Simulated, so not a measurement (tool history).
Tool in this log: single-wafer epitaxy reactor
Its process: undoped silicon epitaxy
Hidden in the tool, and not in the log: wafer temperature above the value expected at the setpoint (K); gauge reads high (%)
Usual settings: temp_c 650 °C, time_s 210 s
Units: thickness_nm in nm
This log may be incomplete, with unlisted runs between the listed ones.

run	hour	temp_c	time_s	wafers since the last listed run	hours since the last pyrometer calibration	hours since the gauge calibration	read-back reference wafer on the same gauge, thickness_nm	thickness_nm
1	0	650	210	0	1262.5	78	35.199	32.454
2	15.8	650	210	91	1278.3	93.8	35.183	32.482
3	31	650	210	88	1293.5	109	35.205	32.546
4	41	642	234	58	1303.5	119	35.186	30.954
5	52.7	639	210	68	1315.2	130.7	35.21	26.112
6	98	639	210	263	1360.5	176	35.194	26.121
7	138.4	650	210	234	1400.9	216.4	35.21	32.241
8	149.3	650	210	63	1411.8	227.3	35.205	32.342
# hour 156: gauge calibrated
9	164.6	650	210	88	1427.1	8.6	35.196	32.273
10	177.2	644	229	73	1439.7	21.2	35.187	31.331
11	185.3	644	229	47	1447.8	29.3	35.202	31.131
12	192.9	650	210	44	1455.4	36.9	35.232	31.881
# hour 210: pyrometer calibrated
13	210.5	636	238	55	0.5	54.5	35.194	31.388
14	220.8	638	224	59	10.8	64.8	35.186	30.418
15	229.1	638	210	48	19.1	73.1	35.199	28.608
16	238.9	636	169	57	28.9	82.9	35.217	22.176
17	252.7	663	230	80	42.7	96.7	35.204	50.649
18	260.3	650	210	44	50.3	104.3	35.213	35.962
19	314	650	196	312	104	158	35.209	33.653
20	329.1	650	210	87	119.1	173.1	35.2	36.044
21	340.5	650	210	66	130.5	184.5	35.187	35.751
22	357.8	640	194	100	147.8	201.8	35.181	27.265

Predict each of these 3 candidate next runs independently; none follows another, all start after run 22:
A	358.3	650	190	2	148.3	202.3	?	?
B	358.3	660	248	2	148.3	202.3	?	?
C	358.3	654	224	2	148.3	202.3	?	?

run	read-back reference wafer on the same gauge, thickness_nm	thickness_nm
A	35.158	32.674
B	35.158	51.562
C	35.158	41.577
Take away the tool's hidden state, keep each run's random variation, and the runs would have read:
run	thickness_nm
A	32.479
B	51.261
C	41.332
